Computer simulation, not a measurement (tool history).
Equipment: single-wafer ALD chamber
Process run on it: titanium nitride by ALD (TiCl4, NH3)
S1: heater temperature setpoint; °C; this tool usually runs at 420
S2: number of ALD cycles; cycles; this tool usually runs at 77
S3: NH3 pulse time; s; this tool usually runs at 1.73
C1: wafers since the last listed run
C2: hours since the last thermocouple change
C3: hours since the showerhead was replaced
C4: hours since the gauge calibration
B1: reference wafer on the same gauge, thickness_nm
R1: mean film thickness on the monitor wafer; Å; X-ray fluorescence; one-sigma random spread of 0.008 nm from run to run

run     day   S1  S2    S3   C1      C2      C3      C4     B1     R1
  1   0.000  413  77  1.73    0   891.1  3984.4  1588.8  1.660  16.15
  2   3.862  413  77  1.73  278   983.8  4077.1  1681.5  1.661  16.15
  3   7.479  432  77  1.39  260  1070.6  4163.9  1768.3  1.661  16.11
  4   9.675  420  77  1.73  158  1123.3  4216.6  1821.0  1.660  16.17
  5  12.342  420  77  1.73  192  1187.3  4280.6  1885.0  1.661  16.18
  6  16.771  420  77  1.73  319  1293.6  4386.9  1991.3  1.661  16.10
  7  19.625  424  77  1.73  205  1362.1  4455.4  2059.8  1.659  16.04
  8  23.575  424  77  1.73  285  1456.9  4550.2  2154.6  1.660  16.11
  9  27.658  420  77  1.73  294  1554.9  4648.2  2252.6  1.661  16.20
 10  30.525  420  77  1.73  206  1623.7  4717.0  2321.4  1.659  16.13
 11  34.183  432  77  1.73  263  1711.5  4804.8  2409.2  1.662  16.12
 12  35.808  432  77  1.73  117  1750.5  4843.8  2448.2  1.659  16.27
 13  48.392  432  77  1.73  908  2052.5  5145.8  2750.2  1.660  16.36
     49.304  -- gauge calibrated
 14  49.996  420  77  2.00  115  2091.0  5184.3    16.6  1.661  16.17
 15  53.721  420  77  2.00  268  2180.4  5273.7   106.0  1.659  16.37
 16  55.442  434  77  1.22  124  2221.7  5315.0   147.3  1.661  16.00
 17  58.546  427  66  1.73  223  2296.2  5389.5   221.8  1.660  13.98
 18  60.733  413  77  2.31  157  2348.7  5442.0   274.3  1.659  16.24
     61.679  -- showerhead replaced
     63.862  -- thermocouple changed; heater temperature recalibrated
 19  64.721  411  77  1.73  239    20.6    73.0   370.0  1.661  16.10
 20  67.333  420  77  1.31  188    83.3   135.7   432.7  1.659  16.10
 21  69.679  420  82  1.73  169   139.6   192.0   489.0  1.658  17.04
 22  71.454  420  77  1.73  128   182.2   234.6   531.6  1.660  16.10
 23  73.829  413  68  2.30  171   239.2   291.6   588.6  1.660  14.26
 24  76.875  420  62  1.73  219   312.3   364.7   661.7  1.661  13.02
 25  79.425  432  77  1.73  184   373.5   425.9   722.9  1.658  16.16
 26  81.067  420  77  1.73  118   412.9   465.3   762.3  1.661  16.03
 27  84.708  430  77  1.73  262   500.3   552.7   849.7  1.660  16.12
 28  88.671  424  77  1.73  285   595.4   647.8   944.8  1.659  16.15
 29  92.483  420  77  1.73  275   686.9   739.3  1036.3  1.659  16.00
 30  95.804  420  77  1.08  239   766.6   819.0  1116.0  1.659  15.88
 31  99.812  420  77  1.73  289   862.8   915.2  1212.2  1.658  16.10

Here are 3 independent what-if runs from the current tool condition. What would each one return?
  A  99.838  420  77  1.73   1  863.4  915.8  1212.8   ?   ?
  B  99.838  410  82  2.41   1  863.4  915.8  1212.8   ?   ?
  C  99.838  420  87  1.19   1  863.4  915.8  1212.8   ?   ?

run     B1     R1
  A  1.660  16.23
  B  1.660  17.40
  C  1.660  18.14
Without the tool's hidden state the same runs would have given:
run     R1
  A  16.23
  B  17.40
  C  18.14
